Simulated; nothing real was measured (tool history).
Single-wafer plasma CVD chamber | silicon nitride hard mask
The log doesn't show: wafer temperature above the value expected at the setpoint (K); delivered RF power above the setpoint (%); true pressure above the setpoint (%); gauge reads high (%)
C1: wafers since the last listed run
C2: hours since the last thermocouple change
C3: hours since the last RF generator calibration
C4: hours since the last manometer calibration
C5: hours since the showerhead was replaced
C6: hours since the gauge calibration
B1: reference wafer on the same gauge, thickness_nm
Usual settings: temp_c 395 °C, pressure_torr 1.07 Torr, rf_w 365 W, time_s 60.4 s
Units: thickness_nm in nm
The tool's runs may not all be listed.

run 1 day=0 | temp_c=395 pressure_torr=1.07 rf_w=365 time_s=60.4 | C1=0 C2=147.6 C3=1702.8 C4=2221.8 C5=5567.9 C6=426.8 | B1=58.656 | thickness_nm=61.836
run 2 day=1.346 | temp_c=399 pressure_torr=1.07 rf_w=365 time_s=69.5 | C1=506 C2=179.9 C3=1735.1 C4=2254.1 C5=5600.2 C6=459.1 | B1=58.654 | thickness_nm=71.578
run 3 day=3.929 | temp_c=395 pressure_torr=1.07 rf_w=365 time_s=60.4 | C1=973 C2=241.9 C3=1797.1 C4=2316.1 C5=5662.2 C6=521.1 | B1=58.687 | thickness_nm=61.739
run 4 day=5.192 | temp_c=395 pressure_torr=1.07 rf_w=365 time_s=60.4 | C1=475 C2=272.2 C3=1827.4 C4=2346.4 C5=5692.5 C6=551.4 | B1=58.655 | thickness_nm=61.919
run 5 day=6.375 | temp_c=395 pressure_torr=1.07 rf_w=365 time_s=60.4 | C1=445 C2=300.6 C3=1855.8 C4=2374.8 C5=5720.9 C6=579.8 | B1=58.719 | thickness_nm=62.057
run 6 day=7.688 | temp_c=395 pressure_torr=1.07 rf_w=365 time_s=60.4 | C1=494 C2=332.1 C3=1887.3 C4=2406.3 C5=5752.4 C6=611.3 | B1=58.679 | thickness_nm=61.447
run 7 day=10.571 | temp_c=395 pressure_torr=1.07 rf_w=365 time_s=60.4 | C1=1086 C2=401.3 C3=1956.5 C4=2475.5 C5=5821.6 C6=680.5 | B1=58.578 | thickness_nm=61.791
run 8 day=12.892 | temp_c=395 pressure_torr=1.07 rf_w=365 time_s=60.4 | C1=874 C2=457 C3=2012.2 C4=2531.2 C5=5877.3 C6=736.2 | B1=58.617 | thickness_nm=61.296
run 9 day=15.375 | temp_c=395 pressure_torr=1.07 rf_w=365 time_s=60.4 | C1=935 C2=516.6 C3=2071.8 C4=2590.8 C5=5936.9 C6=795.8 | B1=58.708 | thickness_nm=61.291
run 10 day=16.475 | temp_c=395 pressure_torr=1.07 rf_w=365 time_s=60.4 | C1=414 C2=543 C3=2098.2 C4=2617.2 C5=5963.3 C6=822.2 | B1=58.617 | thickness_nm=61.017
run 11 day=18.425 | temp_c=395 pressure_torr=1.07 rf_w=320 time_s=60.4 | C1=734 C2=589.8 C3=2145 C4=2664 C5=6010.1 C6=869 | B1=58.592 | thickness_nm=53.97
run 12 day=20.317 | temp_c=395 pressure_torr=1.07 rf_w=320 time_s=60.4 | C1=712 C2=635.2 C3=2190.4 C4=2709.4 C5=6055.5 C6=914.4 | B1=58.592 | thickness_nm=53.891
run 13 day=22.408 | temp_c=395 pressure_torr=1.07 rf_w=320 time_s=60.4 | C1=787 C2=685.4 C3=2240.6 C4=2759.6 C5=6105.7 C6=964.6 | B1=58.566 | thickness_nm=53.463
-- day=23.083 showerhead replaced
run 14 day=23.65 | temp_c=382 pressure_torr=1.07 rf_w=420 time_s=48.6 | C1=342 C2=715.2 C3=2270.4 C4=2789.4 C5=13.6 C6=994.4 | B1=58.566 | thickness_nm=55.641
-- day=24.408 capacitance manometer re-zeroed and calibrated
-- day=25.362 RF generator calibrated
run 15 day=27.567 | temp_c=395 pressure_torr=1.07 rf_w=365 time_s=53.7 | C1=1224 C2=809.2 C3=52.9 C4=75.8 C5=107.6 C6=1088.4 | B1=58.642 | thickness_nm=59.021
run 16 day=30.517 | temp_c=395 pressure_torr=1.07 rf_w=365 time_s=60.4 | C1=1111 C2=880 C3=123.7 C4=146.6 C5=178.4 C6=1159.2 | B1=58.607 | thickness_nm=66.074
run 17 day=31.546 | temp_c=395 pressure_torr=1.07 rf_w=300 time_s=66.7 | C1=387 C2=904.7 C3=148.4 C4=171.3 C5=203.1 C6=1183.9 | B1=58.593 | thickness_nm=60.13
-- day=32.708 gauge calibrated
run 18 day=33.229 | temp_c=385 pressure_torr=1.07 rf_w=365 time_s=60.4 | C1=634 C2=945.1 C3=188.8 C4=211.7 C5=243.5 C6=12.5 | B1=58.571 | thickness_nm=66.147
-- day=35.608 thermocouple changed; heater temperature recalibrated
run 19 day=36.096 | temp_c=405 pressure_torr=1.07 rf_w=385 time_s=71.9 | C1=954 C2=11.7 C3=257.6 C4=280.5 C5=312.3 C6=81.3 | B1=58.658 | thickness_nm=81.799
run 20 day=37.229 | temp_c=395 pressure_torr=0.99 rf_w=365 time_s=49.3 | C1=426 C2=38.9 C3=284.8 C4=307.7 C5=339.5 C6=108.5 | B1=58.603 | thickness_nm=52.319
run 21 day=39.017 | temp_c=395 pressure_torr=1.26 rf_w=310 time_s=60.4 | C1=673 C2=81.8 C3=327.7 C4=350.6 C5=382.4 C6=151.4 | B1=58.621 | thickness_nm=59.294
run 22 day=41.808 | temp_c=384 pressure_torr=1.07 rf_w=365 time_s=60.4 | C1=1051 C2=148.8 C3=394.7 C4=417.6 C5=449.4 C6=218.4 | B1=58.714 | thickness_nm=65.681
run 23 day=42.912 | temp_c=395 pressure_torr=1.07 rf_w=365 time_s=60.4 | C1=415 C2=175.3 C3=421.2 C4=444.1 C5=475.9 C6=244.9 | B1=58.607 | thickness_nm=65.725
run 24 day=44.179 | temp_c=403 pressure_torr=1.07 rf_w=365 time_s=60.4 | C1=477 C2=205.7 C3=451.6 C4=474.5 C5=506.3 C6=275.3 | B1=58.648 | thickness_nm=65.568
run 25 day=45.188 | temp_c=402 pressure_torr=0.87 rf_w=345 time_s=64.6 | C1=379 C2=229.9 C3=475.8 C4=498.7 C5=530.5 C6=299.5 | B1=58.606 | thickness_nm=60.383
run 26 day=47.396 | temp_c=395 pressure_torr=1.07 rf_w=310 time_s=60.4 | C1=831 C2=282.9 C3=528.8 C4=551.7 C5=583.5 C6=352.5 | B1=58.55 | thickness_nm=56.148

3 ways to go on from here, each from the tool as it stands after run 26. What would each give?
run A day=47.412 | temp_c=395 pressure_torr=0.91 rf_w=365 time_s=60.4 | C1=6 C2=283.3 C3=529.2 C4=552.1 C5=583.9 C6=352.9 | B1=? | thickness_nm=?
run B day=47.412 | temp_c=402 pressure_torr=1.25 rf_w=365 time_s=48.4 | C1=6 C2=283.3 C3=529.2 C4=552.1 C5=583.9 C6=352.9 | B1=? | thickness_nm=?
run C day=47.412 | temp_c=409 pressure_torr=1.07 rf_w=365 time_s=55.2 | C1=6 C2=283.3 C3=529.2 C4=552.1 C5=583.9 C6=352.9 | B1=? | thickness_nm=?

run=A B1=58.589 thickness_nm=60.85
run=B B1=58.589 thickness_nm=55.254
run=C B1=58.589 thickness_nm=59.251
Without the tool's hidden state the same runs would have given:
run=A thickness_nm=62.079
run=B thickness_nm=56.369
run=C thickness_nm=60.447
